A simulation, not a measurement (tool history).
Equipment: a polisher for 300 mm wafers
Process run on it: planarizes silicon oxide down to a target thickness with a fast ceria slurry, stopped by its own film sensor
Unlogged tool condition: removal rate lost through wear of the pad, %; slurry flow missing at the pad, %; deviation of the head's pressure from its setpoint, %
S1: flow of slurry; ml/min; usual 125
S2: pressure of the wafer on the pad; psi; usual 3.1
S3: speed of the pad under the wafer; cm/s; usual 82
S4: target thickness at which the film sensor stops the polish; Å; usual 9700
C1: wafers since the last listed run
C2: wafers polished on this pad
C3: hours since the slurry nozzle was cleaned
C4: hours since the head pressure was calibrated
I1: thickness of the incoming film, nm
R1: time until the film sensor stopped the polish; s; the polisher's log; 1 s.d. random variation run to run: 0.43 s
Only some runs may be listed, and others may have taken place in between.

run   hour   S1   S2   S3     S4   C1    C2     C3     C4      I1    R1
  1    0.0  125  3.1   82   9700    0    59  656.1  398.8  1761.1  50.1
  2   11.5  125  3.1   82   9700   94   154  667.6  410.3  1736.6  49.5
  3   18.8  125  3.1   70   9700   59   213  674.9  417.6  1726.6  56.7
  4   28.9  125  3.1   70   9700   82   296  685.0  427.7  1788.1  62.1
  5   72.9  125  3.8   82   9700  360   656  729.0  471.7  1772.5  42.3
  6   83.7  125  3.1   82   9700   88   745  739.8  482.5  1768.1  52.1
  7   93.7  125  3.1   82   9700   81   827  749.8  492.5  1736.0  49.8
  8  103.8  125  3.1   82   9700   82   910  759.9  502.6  1744.2  50.8
  9  116.7  125  3.1   82   9700  105  1015  772.8  515.5  1771.1  53.3
 10  129.5  125  3.1   82  11130  104  1120  785.6  528.3  1734.4  40.8
 11  143.7  125  3.1   82  11130  116  1236  799.8  542.5  1760.3  42.4
     157.4  -- worn pad replaced by a new one
 12  157.9  125  3.1   82  11130   83     3  814.0  556.7  1735.7  43.3
     167.0  -- slurry nozzle cleaned
 13  171.7  125  3.1   82   9700  104   108    4.7  570.5  1768.7  55.4
 14  184.5  125  3.1   82   9700  104   213   17.5  583.3  1731.7  53.4
     202.9  -- worn pad replaced by a new one, repeated, since the last time left the tool worse
 15  203.4  145  2.5  100  11710  122     4   36.4  602.2  1729.7  34.6
 16  211.3  125  3.1  104  11430   64    68   44.3  610.1  1766.1  31.0
 17  227.7   80  2.2   74   9700  134   203   60.7  626.5  1776.4  85.8
 18  234.9  125  3.1   82   9700   58   262   67.9  633.7  1788.3  52.0
 19  252.2  125  3.1   82   9700  141   403   85.2  651.0  1722.2  48.2
 20  265.7  145  4.0   82   7350  110   514   98.7  664.5  1780.7  51.0
     269.3  -- head pressure recalibrated
 21  272.5  125  3.1   82   9700   39   553  105.5    3.2  1769.2  51.5
 22  283.4   95  2.2   82  11590   89   642  116.4   14.1  1747.5  55.2
 23  295.5   90  2.3  104  12340   99   742  128.5   26.2  1765.0  38.0
 24  306.8   85  3.1   82  11680   92   834  139.8   37.5  1770.9  42.0
 25  316.9  110  2.2   74   9700   82   917  149.9   47.6  1747.7  79.4
 26  332.1  125  3.1   82  10480  124  1041  165.1   62.8  1738.8  45.2
 27  338.3  125  3.4   82   9700   50  1092  171.3   69.0  1796.8  49.4
 28  344.6   85  3.1   68   9700   51  1144  177.6   75.3  1764.7  67.7
 29  357.5  125  3.1   82  11130  105  1249  190.5   88.2  1765.9  43.1

5 ways to go on from here, each from the tool as it stands after run 29. What would each give?
  A  357.9  125  3.1  82  9700   3  1253  190.9  88.6  1780.1   ?
  B  357.9  105  3.1  82  9700   3  1253  190.9  88.6  1780.1   ?
  C  357.9  170  3.1  90  9700   3  1253  190.9  88.6  1780.1   ?
  D  357.9  125  3.1  82  8970   3  1253  190.9  88.6  1780.1   ?
  E  357.9  125  2.5  82  9700   3  1253  190.9  88.6  1780.1   ?

run    R1
  A  53.1
  B  54.7
  C  46.1
  D  57.8
  E  64.8
Without the tool's unlogged condition, the same runs would have read:
run    R1
  A  50.5
  B  52.1
  C  43.9
  D  55.1
  E  61.7
